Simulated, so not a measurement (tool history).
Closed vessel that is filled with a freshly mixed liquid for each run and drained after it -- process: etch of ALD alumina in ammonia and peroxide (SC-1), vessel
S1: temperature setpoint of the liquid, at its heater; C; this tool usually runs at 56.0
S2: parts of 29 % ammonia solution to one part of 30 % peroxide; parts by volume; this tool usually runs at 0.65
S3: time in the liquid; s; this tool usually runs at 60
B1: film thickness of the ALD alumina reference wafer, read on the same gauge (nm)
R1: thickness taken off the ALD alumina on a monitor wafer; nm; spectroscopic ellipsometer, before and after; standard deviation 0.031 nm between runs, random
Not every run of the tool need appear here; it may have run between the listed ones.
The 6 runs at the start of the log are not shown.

run    hour    S1    S2  S3     B1    R1
  7   302.3  49.5  0.65  60  39.30  4.14
  8   340.2  49.5  0.65  60  39.23  4.12
      388.3  -- ammonia flow meter replaced
  9   392.6  59.0  0.65  60  39.08  6.82
 10   451.1  59.0  0.65  60  38.97  6.84
 11   508.9  59.0  0.65  60  38.84  6.83
 12   555.1  56.0  0.65  60  38.68  5.78
      572.3  -- gauge calibrated
 13   587.2  50.5  0.95  60  39.87  4.61
 14   616.0  62.5  0.85  40  39.83  5.75
 15   662.7  56.0  0.65  60  39.86  5.99
 16   694.5  60.5  0.40  60  39.85  7.20
 17   745.1  49.5  0.65  60  39.84  4.20
 18   806.7  64.0  0.65  45  39.78  6.81
 19   840.7  46.5  0.85  60  39.74  3.66
 20   871.3  56.0  0.65  60  39.73  5.94
      875.4  -- thermometer replaced
 21   903.6  62.0  0.65  60  39.67  8.14
 22   961.0  56.0  0.45  60  39.62  5.78
 23  1018.3  56.0  0.65  60  39.52  5.98
 24  1048.7  56.0  0.65  60  39.48  5.98
     1056.7  -- new drum of ammonia solution connected
 25  1076.5  56.0  0.65  60  39.43  5.93
 26  1122.5  56.0  0.65  60  39.40  5.91
 27  1183.6  66.0  0.90  35  39.23  5.89
 28  1235.1  64.0  0.90  60  39.16  9.12
 29  1263.9  56.0  0.85  70  39.10  7.03
 30  1308.1  56.0  0.55  60  38.95  5.78

Alternative continuations, all from the tool just after run 30; predict every row:
  A  1308.8  56.0  0.65  50   ?   ?
  B  1308.8  64.5  0.95  60   ?   ?
  C  1308.8  56.0  0.50  60   ?   ?

run     B1    R1
  A  39.00  4.91
  B  39.00  9.43
  C  39.00  5.74
Had the tool no hidden state, the same runs would have come out as:
run    R1
  A  5.03
  B  9.68
  C  5.89
